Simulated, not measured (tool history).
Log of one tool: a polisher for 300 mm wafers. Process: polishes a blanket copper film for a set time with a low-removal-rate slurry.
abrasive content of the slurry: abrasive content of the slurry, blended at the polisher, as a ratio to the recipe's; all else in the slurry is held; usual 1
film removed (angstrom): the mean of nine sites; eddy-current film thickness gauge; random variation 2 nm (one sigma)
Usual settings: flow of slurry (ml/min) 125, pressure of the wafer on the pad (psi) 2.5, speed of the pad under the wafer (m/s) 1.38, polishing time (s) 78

run,day,flow of slurry (ml/min),pressure of the wafer on the pad (psi),speed of the pad under the wafer (m/s),abrasive content of the slurry,polishing time (s),wafers since the last listed run,wafers polished on this pad,hours since the slurry nozzle was cleaned,hours since the head pressure was calibrated,hours since the slurry blender was calibrated,"incoming thickness of the incoming film, nm",film removed (angstrom)
1,0,125,2.5,1.38,1,78,0,1948,245,862.4,558.6,1062,2931
2,3,125,2.5,1.38,1,78,1018,2966,317,934.4,630.6,1053.7,2946
3,6.033,125,2.5,1.38,1,78,1029,3995,389.8,1007.2,703.4,1050,3003
# day 8.333: slurry blender recalibrated
# day 9.508: head pressure recalibrated
4,9.579,125,2.5,1.38,1,78,1146,5142,474.9,1.7,29.9,1056.8,2884
5,14.021,125,2.5,1.38,1,66,1507,6649,581.5,108.3,136.5,1062.3,2451
6,15.546,125,2.5,1.38,1,66,517,7167,618.1,144.9,173.1,1053.2,2446
# day 19.038: slurry nozzle cleaned
7,19.292,125,2.5,1.38,1,66,1257,8424,6.1,234.8,263,1059.5,2450
8,23.083,125,2.9,1.38,0.75,78,1286,9711,97.1,325.8,354,1061.4,3204
9,26.692,125,2.5,1.38,1,78,1224,10935,183.7,412.4,440.6,1046.4,2891
# day 26.862: worn pad replaced by a new one
10,30.775,125,1.9,1.38,0.85,78,1329,1327,281.7,510.4,538.6,1052.8,2134
11,32.804,110,2.5,1.8,1,78,688,2016,330.4,559.1,587.3,1070.5,3529
12,36.35,80,3.3,1.62,1,92,1203,3219,415.5,644.2,672.4,1061,4603
# day 38.85: slurry blender recalibrated
13,39.521,150,2.5,1.58,1,53,1047,4267,491.6,720.3,16.1,1062.7,2299
14,42.562,125,2.5,1.38,1,78,1032,5299,564.6,793.3,89.1,1043.9,2971
15,45.742,125,1.6,1.38,1,78,1078,6378,640.9,869.6,165.4,1059.3,1896
# day 46.138: slurry nozzle cleaned
16,47.962,125,1.9,1.8,0.85,90,739,7117,43.8,922.9,218.7,1058.1,3151
# day 51.017: head pressure recalibrated
17,51.038,140,2.5,1.38,1,78,1015,8133,117.6,0.5,292.5,1078.7,2984
# day 53.538: worn pad replaced by a new one
18,54.25,125,2.5,1.38,1.3,89,1033,241,194.7,77.6,369.6,1047.3,3434
19,57.458,170,3.1,1.22,1,94,1088,1330,271.7,154.6,446.6,1051.1,4107
20,59.492,125,2.5,1.38,1,89,690,2020,320.5,203.4,495.4,1081.9,3313
21,63.654,95,2.5,1.66,1,78,1412,3432,420.4,303.3,595.3,1068.2,3156
22,67.596,125,2.5,1.38,1.2,101,1337,4770,515,397.9,689.9,1075.6,3878
23,71.092,125,2.5,1.84,0.9,78,1186,5956,598.9,481.8,773.8,1043.2,3632
# day 72.012: slurry blender recalibrated
# day 74.975: slurry nozzle cleaned
24,75.283,140,2.5,1.1,1,85,1380,7336,7.4,582.4,78.5,1065.3,2742
25,77.471,150,2.5,1.58,1,53,742,8079,59.9,634.9,131,1064.7,2333
26,80.112,125,2.2,1.16,1,78,896,8975,123.3,698.3,194.4,1060.4,2266
27,84.033,165,3,1.38,1,78,1330,10306,217.4,792.4,288.5,1065.6,3724
# day 88.071: head pressure recalibrated
28,88.112,125,2.5,1.38,1,78,1355,11662,315.3,1,386.4,1062.7,2897
# day 88.433: worn pad replaced by a new one
29,90.333,170,2.5,0.96,1.2,98,697,644,368.6,54.3,439.7,1049.5,3033

Hidden state or all else? Some run-to-run changes of film removed (angstrom), split into what the settings, what came in and random variation would give without the hidden state, and what is left for the hidden state (with any gauge scatter that isn't in both results):
The hidden state here: removal rate lost through wear of the pad, %; slurry flow missing at the pad, %; deviation of the head's pressure from its setpoint, %; abrasive missing from the slurry, %.
Run 3 -> 4: slurry blender recalibrated, head pressure recalibrated. film removed (angstrom) -119: hidden state -95, all else -24.
Run 12 -> 13: flow of slurry (ml/min) 80 -> 150, pressure of the wafer on the pad (psi) 3.3 -> 2.5, speed of the pad under the wafer (m/s) 1.62 -> 1.58, polishing time (s) 92 -> 53, slurry blender recalibrated. film removed (angstrom) -2304: hidden state -11, all else -2293.
Run 26 -> 27: flow of slurry (ml/min) 125 -> 165, pressure of the wafer on the pad (psi) 2.2 -> 3, speed of the pad under the wafer (m/s) 1.16 -> 1.38. film removed (angstrom) +1458: hidden state +35, all else +1423.
Run 27 -> 28: flow of slurry (ml/min) 165 -> 125, pressure of the wafer on the pad (psi) 3 -> 2.5, head pressure recalibrated. film removed (angstrom) -827: hidden state -73, all else -754.
